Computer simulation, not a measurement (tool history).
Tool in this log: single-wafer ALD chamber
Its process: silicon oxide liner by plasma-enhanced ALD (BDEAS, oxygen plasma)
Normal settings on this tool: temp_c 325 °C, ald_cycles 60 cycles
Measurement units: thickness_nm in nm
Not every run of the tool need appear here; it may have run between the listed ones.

run	hour	temp_c	ald_cycles	read-back reference wafer on the same gauge, thickness_nm	thickness_nm
1	0.0	315	60	5.732	5.431
2	35.3	315	60	5.730	5.440
3	79.3	315	60	5.726	5.427
4	106.7	325	60	5.727	5.325
5	170.8	325	60	5.730	5.347
6	240.0	325	60	5.726	5.336
7	285.6	325	60	5.735	5.352
8	319.1	325	60	5.724	5.338
9	355.3	325	60	5.726	5.335
10	392.1	325	60	5.730	5.357
11	458.3	325	60	5.732	5.338
12	500.5	325	60	5.731	5.342
13	558.6	339	57	5.730	4.981
14	611.0	325	70	5.732	6.233
15	746.3	325	49	5.727	4.373
16	807.6	325	60	5.730	5.365
17	844.8	319	65	5.730	5.839
18	870.7	329	66	5.731	5.838
19	914.5	325	60	5.728	5.344
20	958.2	319	64	5.731	5.745
21	997.4	325	60	5.727	5.347
22	1051.4	330	60	5.728	5.310
23	1117.3	325	60	5.726	5.356
24	1229.3	336	67	5.731	5.882
25	1271.1	317	60	5.730	5.403

Between the runs listed above, the log contained 3 entries, not reproduced here. Where in the sequence does each belong, and how does what the log doesn't record of the tool's condition differ from the listed run before to the listed run after?
From run 14 to run 15: gauge calibrated (hour 631.1)
  nothing in the hidden state changes from one run to the other
From run 16 to run 17: thermocouple changed; heater temperature recalibrated (hour 841.2)
  nothing in the hidden state changes from one run to the other
From run 24 to run 25: gauge calibrated (hour 1251.5)
  nothing in the hidden state changes from one run to the other
